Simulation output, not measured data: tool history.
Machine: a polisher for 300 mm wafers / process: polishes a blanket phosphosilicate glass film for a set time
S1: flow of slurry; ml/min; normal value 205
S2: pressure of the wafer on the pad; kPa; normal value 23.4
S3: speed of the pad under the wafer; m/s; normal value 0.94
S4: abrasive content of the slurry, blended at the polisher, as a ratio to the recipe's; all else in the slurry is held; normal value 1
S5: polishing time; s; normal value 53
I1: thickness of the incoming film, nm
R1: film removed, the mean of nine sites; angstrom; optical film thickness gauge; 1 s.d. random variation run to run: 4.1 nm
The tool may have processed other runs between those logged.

run 1 hour=0 | S1=205 S2=23.4 S3=0.94 S4=1 S5=53 | I1=2372.3 | R1=4070
run 2 hour=128.6 | S1=205 S2=23.4 S3=0.94 S4=1 S5=53 | I1=2390.7 | R1=3740
-- hour=173.7 worn pad replaced by a new one
run 3 hour=175.8 | S1=205 S2=23.4 S3=0.94 S4=1 S5=53 | I1=2423.1 | R1=3990
-- hour=178.1 conditioning disc replaced and pad reconditioned
-- hour=180.1 head pressure recalibrated
run 4 hour=216.5 | S1=205 S2=23.4 S3=0.94 S4=1 S5=53 | I1=2406.2 | R1=3991
run 5 hour=242.7 | S1=205 S2=20 S3=0.94 S4=1.2 S5=53 | I1=2408.5 | R1=3671
run 6 hour=293.4 | S1=205 S2=20 S3=0.94 S4=1.2 S5=53 | I1=2380.9 | R1=3601
run 7 hour=365.1 | S1=205 S2=23.4 S3=0.94 S4=1.2 S5=53 | I1=2371.3 | R1=4071
-- hour=376 slurry blender recalibrated
run 8 hour=392.2 | S1=205 S2=23.4 S3=0.94 S4=1.2 S5=53 | I1=2409.6 | R1=4200
run 9 hour=437.2 | S1=205 S2=23.4 S3=0.94 S4=1 S5=53 | I1=2400.5 | R1=3643
-- hour=463.4 worn pad replaced by a new one
-- hour=482.6 slurry nozzle cleaned
-- hour=494 conditioning disc replaced and pad reconditioned
run 10 hour=555.8 | S1=205 S2=23.4 S3=0.94 S4=1 S5=53 | I1=2424.6 | R1=3914
-- hour=564.5 head pressure recalibrated
run 11 hour=625.2 | S1=205 S2=23.4 S3=0.94 S4=1 S5=53 | I1=2375.1 | R1=3847
-- hour=698.5 worn pad replaced by a new one
run 12 hour=699 | S1=160 S2=23.4 S3=0.94 S4=1 S5=68 | I1=2388.8 | R1=4918
run 13 hour=723.2 | S1=230 S2=19.3 S3=0.94 S4=1.15 S5=53 | I1=2380.5 | R1=3554
-- hour=816.4 slurry blender recalibrated
run 14 hour=854.1 | S1=225 S2=20.7 S3=0.94 S4=1 S5=39 | I1=2403.5 | R1=2646
-- hour=883.8 conditioning disc replaced and pad reconditioned
-- hour=891.6 head pressure recalibrated
run 15 hour=922.6 | S1=205 S2=25.5 S3=0.94 S4=1 S5=71 | I1=2384.1 | R1=5287
-- hour=955.1 worn pad replaced by a new one
run 16 hour=993.2 | S1=260 S2=17.9 S3=0.94 S4=1 S5=53 | I1=2404.3 | R1=3205
run 17 hour=1025.7 | S1=265 S2=23.4 S3=0.94 S4=0.85 S5=53 | I1=2383.2 | R1=3779
run 18 hour=1078.1 | S1=265 S2=23.4 S3=0.94 S4=1 S5=53 | I1=2402.6 | R1=3973
run 19 hour=1102.1 | S1=205 S2=23.4 S3=0.94 S4=1.15 S5=65 | I1=2387.2 | R1=4959
run 20 hour=1136.5 | S1=205 S2=23.4 S3=0.94 S4=1 S5=53 | I1=2411.1 | R1=3735
run 21 hour=1165.8 | S1=205 S2=15.9 S3=0.94 S4=1 S5=53 | I1=2388.9 | R1=2451
-- hour=1191.3 slurry nozzle cleaned
run 22 hour=1192 | S1=205 S2=23.4 S3=0.94 S4=1 S5=53 | I1=2389.5 | R1=3509
-- hour=1209.6 conditioning disc replaced and pad reconditioned
-- hour=1228.5 worn pad replaced by a new one
run 23 hour=1243.9 | S1=260 S2=16.5 S3=0.94 S4=1 S5=53 | I1=2386.5 | R1=2847
-- hour=1268.9 head pressure recalibrated
run 24 hour=1302 | S1=265 S2=23.4 S3=0.94 S4=1 S5=53 | I1=2377.9 | R1=3979

Pick out some run-to-run changes in R1. Of each, how much would a tool without hidden state show as well, from the settings, what came in and chance, and how much is left for the hidden state and any gauge scatter not in both results compared?
Hidden state at play: removal rate lost through wear of the pad, %; slurry flow missing at the pad, %; deviation of the head's pressure from its setpoint, %; abrasive missing from the slurry, %; time polished since the conditioner stopped cutting, s.
Run 14 -> 15: S1 225 -> 205, S2 20.7 -> 25.5, S5 39 -> 71, conditioning disc replaced and pad reconditioned, head pressure recalibrated. R1 +2641 angstrom: hidden state -588, all else +3229.
Run 15 -> 16: S1 205 -> 260, S2 25.5 -> 17.9, S5 71 -> 53, worn pad replaced by a new one. R1 -2082 angstrom: hidden state +554, all else -2636.
